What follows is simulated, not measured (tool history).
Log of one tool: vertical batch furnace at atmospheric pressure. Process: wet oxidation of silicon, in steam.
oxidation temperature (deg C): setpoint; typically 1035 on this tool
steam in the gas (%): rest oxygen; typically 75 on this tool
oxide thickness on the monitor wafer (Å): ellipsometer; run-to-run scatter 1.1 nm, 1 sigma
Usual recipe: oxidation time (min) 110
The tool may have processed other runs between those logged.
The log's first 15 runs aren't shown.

run,hour,oxidation temperature (deg C),oxidation time (min),steam in the gas (%),"read-back reference wafer on the same gauge, thickness",oxide thickness on the monitor wafer (Å)
16,393.3,1058,90.5,85,678.77,7656.9
17,423.1,1035,110,75,679.18,7267.7
# hour 468.6: thermocouples replaced and temperature profile calibrated
18,469.1,1024,164.5,85,679.12,9204.7
19,490.2,1055,110,75,678.71,7786
20,503.8,1035,133.5,75,679.08,8023.2
21,537.5,1025,110,75,678.57,6878.8
22,552.1,1035,110,75,678.77,7198.4
23,585.2,1035,110,67,679.24,6735.9
24,606.3,1035,110,75,679.44,7186.4
25,637.3,1026,140.5,71,679.3,7706.9
# hour 685.1: steam generator serviced
26,685.6,1035,110,75,679.48,7297
27,691.5,1035,110,63,678.69,6628.2
28,710.1,1042,146,71,678.83,8517.3
29,726.8,1035,110,75,679.24,7271.5
30,747.8,1035,95,75,678.92,6711.7
31,779.3,1035,145.5,75,678.4,8480.5
32,875.7,1046,110,75,678.86,7570.2
33,888.9,1057,110,72,678.63,7741.5
34,906.9,1049,91.5,65,679.2,6400.4
# hour 929: gauge calibrated
35,931.3,1035,110,75,679.08,7243
36,960.5,1035,164,64,679.18,8274.3
37,994.4,1021,133,68,678.71,7176.6

Below are 5 alternative next runs, each starting from the tool's condition after run 37. Predict each:
A,1000.5,1035,110,75,?,?
B,1000.5,1042,158,63,?,?
C,1000.5,1043,55.5,86,?,?
D,1000.5,1035,110,66,?,?
E,1000.5,1035,110,86,?,?

run,"read-back reference wafer on the same gauge, thickness",oxide thickness on the monitor wafer (Å)
A,678.58,7224.9
B,678.58,8236.2
C,678.58,5503.7
D,678.58,6729.1
E,678.58,7793.2
With no hidden state in the tool, these same runs would have given:
run,oxide thickness on the monitor wafer (Å)
A,7287.8
B,8307.7
C,5551.7
D,6787.7
E,7860.9

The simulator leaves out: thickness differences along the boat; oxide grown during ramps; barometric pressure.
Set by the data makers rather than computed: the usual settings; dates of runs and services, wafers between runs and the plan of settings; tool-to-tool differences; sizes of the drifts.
